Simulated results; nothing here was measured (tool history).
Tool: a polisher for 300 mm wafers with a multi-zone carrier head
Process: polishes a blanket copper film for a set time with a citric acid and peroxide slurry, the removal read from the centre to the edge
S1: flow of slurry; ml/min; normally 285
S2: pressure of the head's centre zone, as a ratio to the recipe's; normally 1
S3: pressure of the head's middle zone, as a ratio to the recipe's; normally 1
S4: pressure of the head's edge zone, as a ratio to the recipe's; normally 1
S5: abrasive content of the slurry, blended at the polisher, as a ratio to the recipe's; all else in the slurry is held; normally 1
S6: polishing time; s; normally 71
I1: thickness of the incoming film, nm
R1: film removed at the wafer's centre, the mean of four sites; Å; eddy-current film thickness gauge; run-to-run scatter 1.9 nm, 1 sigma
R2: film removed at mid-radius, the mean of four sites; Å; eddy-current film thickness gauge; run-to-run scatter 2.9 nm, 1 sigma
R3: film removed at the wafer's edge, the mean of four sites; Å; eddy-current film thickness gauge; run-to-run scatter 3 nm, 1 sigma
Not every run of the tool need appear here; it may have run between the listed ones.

run,hour,S1,S2,S3,S4,S5,S6,I1,R1,R2,R3
1,0,285,1,1,0.91,1,71,656.8,1795,1855,1807
# hour 3.5: centre zone pressure recalibrated
2,91.2,285,1,1,0.91,1,71,663.3,1790,1866,1801
3,159.1,285,1,1,1.1,1,71,663.6,1819,1851,1951
4,221.5,285,1.04,1,1,0.75,71,661.4,1682,1653,1695
# hour 242.2: worn pad replaced by a new one
# hour 253.1: carrier head's membrane replaced by a new one
5,313.8,285,1,1,1,1.2,85,650.4,2372,2487,2464
6,350,365,1.12,0.93,1,1,82,650.4,2501,2184,2328
7,415.1,285,1,1,1,1,71,668.7,1822,1877,1889
8,481.5,235,0.93,1,0.9,1,71,671.2,1653,1881,1795
9,557.1,285,1,1.05,1,1,92,652.7,2294,2568,2466
# hour 585.2: slurry nozzle cleaned
# hour 609.6: edge zone pressure recalibrated
10,640.9,240,1,1,0.89,1,56,660.9,1336,1407,1406
11,694.7,285,1,1,1,1,71,658.6,1713,1872,1905
# hour 756.7: worn pad replaced by a new one
12,758.2,285,1.05,1,1,1,71,661.1,1939,1918,2016
13,821.8,285,1.08,1,0.89,1,71,662.7,1955,1977,1878
# hour 848.6: carrier head's membrane replaced by a new one
# hour 848.7: centre zone pressure recalibrated
14,912.9,285,1,1,1,1,71,657.4,1942,1960,1973
15,1005.9,285,1,0.95,1,1,71,647.3,1913,1877,1925
16,1049.3,235,1,0.94,1,1,52,652.2,1327,1302,1350
17,1130.1,285,0.95,1,1,0.85,71,659.7,1633,1743,1785
18,1173.6,285,1.12,1.05,1.06,1.15,71,664.6,2090,2001,2024
19,1281.5,285,1,1,1,1,71,653.4,1744,1812,1888
# hour 1292.1: worn pad replaced by a new one
20,1367.3,285,1,1.12,1.11,0.7,71,665.9,1688,1826,1916

Results for each run, recomputed without the tool's hidden state and with each run's random variation untouched:
Hidden conditions of the tool in this case: removal rate lost through wear of the pad, %; slurry flow missing at the pad, %; deviation of the centre zone's pressure from its setpoint, %; deviation of the edge zone's pressure from its setpoint, %.
run,R1,R2,R3
1,2019,1957,1907
2,1955,1997,1927
3,2019,2001,2109
4,1894,1805,1850
5,2519,2540,2517
6,2678,2243,2391
7,1982,1946,1959
8,1827,1969,1880
9,2579,2719,2611
10,1533,1509,1509
11,1990,2024,2061
12,2108,1930,2029
13,2157,2008,1908
14,2012,2018,2031
15,2025,1959,2010
16,1418,1368,1419
17,1779,1853,1898
18,2299,2142,2167
19,1969,1972,2054
20,1803,1866,1958
